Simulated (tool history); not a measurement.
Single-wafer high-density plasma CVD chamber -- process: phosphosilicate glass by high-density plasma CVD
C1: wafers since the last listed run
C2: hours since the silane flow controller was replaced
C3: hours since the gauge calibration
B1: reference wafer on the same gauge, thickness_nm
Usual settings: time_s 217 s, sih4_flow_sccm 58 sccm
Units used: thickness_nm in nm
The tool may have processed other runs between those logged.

run 1 day=0.000 | time_s=217 sih4_flow_sccm=58 | C1=0 C2=2490.5 C3=281.7 | B1=1201.044 | thickness_nm=1266.759
run 2 day=1.438 | time_s=217 sih4_flow_sccm=58 | C1=389 C2=2525.0 C3=316.2 | B1=1198.134 | thickness_nm=1268.228
run 3 day=2.871 | time_s=184 sih4_flow_sccm=54 | C1=388 C2=2559.4 C3=350.6 | B1=1200.693 | thickness_nm=997.173
run 4 day=3.875 | time_s=195 sih4_flow_sccm=64 | C1=271 C2=2583.5 C3=374.7 | B1=1202.173 | thickness_nm=1258.520
run 5 day=5.979 | time_s=195 sih4_flow_sccm=64 | C1=569 C2=2634.0 C3=425.2 | B1=1199.538 | thickness_nm=1251.649
run 6 day=7.412 | time_s=191 sih4_flow_sccm=58 | C1=388 C2=2668.4 C3=459.6 | B1=1200.718 | thickness_nm=1109.997
run 7 day=8.192 | time_s=191 sih4_flow_sccm=58 | C1=210 C2=2687.1 C3=478.3 | B1=1199.370 | thickness_nm=1104.391
run 8 day=9.375 | time_s=243 sih4_flow_sccm=56 | C1=320 C2=2715.5 C3=506.7 | B1=1200.388 | thickness_nm=1364.363
run 9 day=9.950 | time_s=217 sih4_flow_sccm=58 | C1=155 C2=2729.3 C3=520.5 | B1=1200.982 | thickness_nm=1257.667
run 10 day=10.767 | time_s=217 sih4_flow_sccm=51 | C1=221 C2=2748.9 C3=540.1 | B1=1199.582 | thickness_nm=1108.630
-- day=10.796 gauge calibrated
-- day=12.092 silane flow controller replaced
run 11 day=12.679 | time_s=217 sih4_flow_sccm=51 | C1=427 C2=14.1 C3=45.2 | B1=1199.319 | thickness_nm=1180.941
run 12 day=13.258 | time_s=202 sih4_flow_sccm=64 | C1=156 C2=28.0 C3=59.1 | B1=1200.324 | thickness_nm=1372.409
run 13 day=14.404 | time_s=255 sih4_flow_sccm=50 | C1=310 C2=55.5 C3=86.6 | B1=1198.678 | thickness_nm=1362.645
run 14 day=15.496 | time_s=199 sih4_flow_sccm=58 | C1=295 C2=81.7 C3=112.8 | B1=1201.630 | thickness_nm=1231.927
run 15 day=16.125 | time_s=217 sih4_flow_sccm=49 | C1=170 C2=96.8 C3=127.9 | B1=1199.426 | thickness_nm=1133.921
run 16 day=16.679 | time_s=191 sih4_flow_sccm=50 | C1=150 C2=110.1 C3=141.2 | B1=1199.956 | thickness_nm=1016.272
run 17 day=18.012 | time_s=217 sih4_flow_sccm=58 | C1=360 C2=142.1 C3=173.2 | B1=1198.672 | thickness_nm=1338.322
run 18 day=18.562 | time_s=239 sih4_flow_sccm=49 | C1=148 C2=155.3 C3=186.4 | B1=1199.241 | thickness_nm=1245.212
run 19 day=19.700 | time_s=244 sih4_flow_sccm=48 | C1=307 C2=182.6 C3=213.7 | B1=1199.804 | thickness_nm=1241.196
run 20 day=20.371 | time_s=217 sih4_flow_sccm=58 | C1=181 C2=198.7 C3=229.8 | B1=1200.071 | thickness_nm=1336.174
run 21 day=21.400 | time_s=199 sih4_flow_sccm=67 | C1=278 C2=223.4 C3=254.5 | B1=1197.988 | thickness_nm=1410.488
run 22 day=21.988 | time_s=217 sih4_flow_sccm=63 | C1=159 C2=237.5 C3=268.6 | B1=1200.122 | thickness_nm=1446.512
run 23 day=23.404 | time_s=217 sih4_flow_sccm=58 | C1=383 C2=271.5 C3=302.6 | B1=1200.595 | thickness_nm=1338.115

Below are 4 alternative next runs, each starting from the tool's condition after run 23. Predict each:
run A day=23.425 | time_s=217 sih4_flow_sccm=58 | C1=5 C2=272.0 C3=303.1 | B1=? | thickness_nm=?
run B day=23.425 | time_s=252 sih4_flow_sccm=47 | C1=5 C2=272.0 C3=303.1 | B1=? | thickness_nm=?
run C day=23.425 | time_s=217 sih4_flow_sccm=65 | C1=5 C2=272.0 C3=303.1 | B1=? | thickness_nm=?
run D day=23.425 | time_s=217 sih4_flow_sccm=67 | C1=5 C2=272.0 C3=303.1 | B1=? | thickness_nm=?

run=A B1=1200.579 thickness_nm=1333.569
run=B B1=1200.579 thickness_nm=1254.949
run=C B1=1200.579 thickness_nm=1494.517
run=D B1=1200.579 thickness_nm=1540.502
With no hidden state in the tool, these same runs would have given:
run=A thickness_nm=1359.043
run=B thickness_nm=1278.922
run=C thickness_nm=1523.066
run=D thickness_nm=1569.929
